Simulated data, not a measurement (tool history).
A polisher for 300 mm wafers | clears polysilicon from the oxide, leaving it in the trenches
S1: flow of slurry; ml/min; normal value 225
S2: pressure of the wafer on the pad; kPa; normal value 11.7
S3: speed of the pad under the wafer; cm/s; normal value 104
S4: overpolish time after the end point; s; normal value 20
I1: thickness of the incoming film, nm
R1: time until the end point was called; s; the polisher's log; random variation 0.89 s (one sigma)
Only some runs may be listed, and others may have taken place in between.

run	hour	S1	S2	S3	S4	I1	R1
1	0	225	11.7	104	20	453.8	53.5
2	14.3	225	11.7	104	20	444.1	45.5
3	32.1	225	11.7	104	20	448.9	46.7
4	41	225	11.7	104	20	450.9	46.2
5	53.5	225	11.7	104	20	457.1	48.9
6	61.4	225	11.7	104	20	448.8	46.9
7	69.9	225	11.7	104	20	455.8	49
8	83.8	225	11.7	104	20	456.4	48.9
9	94.8	225	11.7	104	20	443.6	46.4
10	103.9	225	11.7	104	20	452.2	48.4
11	113.7	245	11.7	104	23	449	47.2
12	124.7	245	11.7	104	23	443.5	47.6
13	139.6	245	11.7	104	23	447.3	47
14	148.9	225	11.7	104	20	454.2	49.6
15	166	225	11.7	104	20	445.8	49.2
16	193.6	225	11.7	104	20	453.4	50.1
17	213.6	255	11.7	74	23	460.4	61.3
18	220.5	160	15.2	104	20	451.7	42.9
19	271	245	11.7	90	20	449.9	48.8
20	279.2	225	11.7	104	20	447.3	48.3
21	325.6	290	11.7	104	10	448.3	45.4
22	336.2	225	9	130	29	455.7	54.6
23	343.7	225	11.7	104	20	452.2	46.7
24	352.2	225	11.7	104	20	452.6	46.6
25	365.1	225	11.7	104	20	450.2	49
26	378.2	225	11.7	92	20	449.1	51.6
27	388.8	225	9	104	20	447.6	62.4
28	401.3	225	13.1	104	20	459.2	43.8
29	414.1	225	13.8	82	27	448	46.7
30	427.1	225	11.7	104	20	450.8	48.7
31	440.1	200	8.3	116	29	448.2	65.7
32	446.3	150	14.5	136	12	457.2	36.4

Missing from the log above: 8 entries noted between runs. For each, name the pair of listed runs it sits between and say how the tool's hidden condition differs from the listed run just before to the listed run just after:
After run 1, before run 2: slurry nozzle cleaned (hour 11.7)
  slurry flow missing at the pad, %: 47.6 -> 3.41
  difference, measured minus the result without the unlogged condition, R1: +6.4 -> +0.2 s
After run 3, before run 4: worn pad replaced by a new one (hour 39.9)
  slurry flow missing at the pad, %: 6.28 -> 7.71
  difference, measured minus the result without the unlogged condition, R1: +0.4 -> +0.5 s
After run 12, before run 13: head pressure recalibrated (hour 135.6); worn pad replaced by a new one (hour 137.1)
  slurry flow missing at the pad, %: 21.2 -> 23.6
  difference, measured minus the result without the unlogged condition, R1: +1.6 -> +1.8 s
After run 16, before run 17: worn pad replaced by a new one (hour 213.1)
  slurry flow missing at the pad, %: 32.3 -> 35.5
  difference, measured minus the result without the unlogged condition, R1: +3.1 -> +4 s
After run 18, before run 19: slurry nozzle cleaned (hour 267.2)
  slurry flow missing at the pad, %: 36.6 -> 1.3
  difference, measured minus the result without the unlogged condition, R1: +4.6 -> +0 s
After run 20, before run 21: worn pad replaced by a new one (hour 305.6)
  slurry flow missing at the pad, %: 2.62 -> 10.1
  difference, measured minus the result without the unlogged condition, R1: +0.1 -> +0.5 s
After run 26, before run 27: worn pad replaced by a new one (hour 382.7)
  slurry flow missing at the pad, %: 18.6 -> 20.3
  difference, measured minus the result without the unlogged condition, R1: +1.6 -> +2.1 s
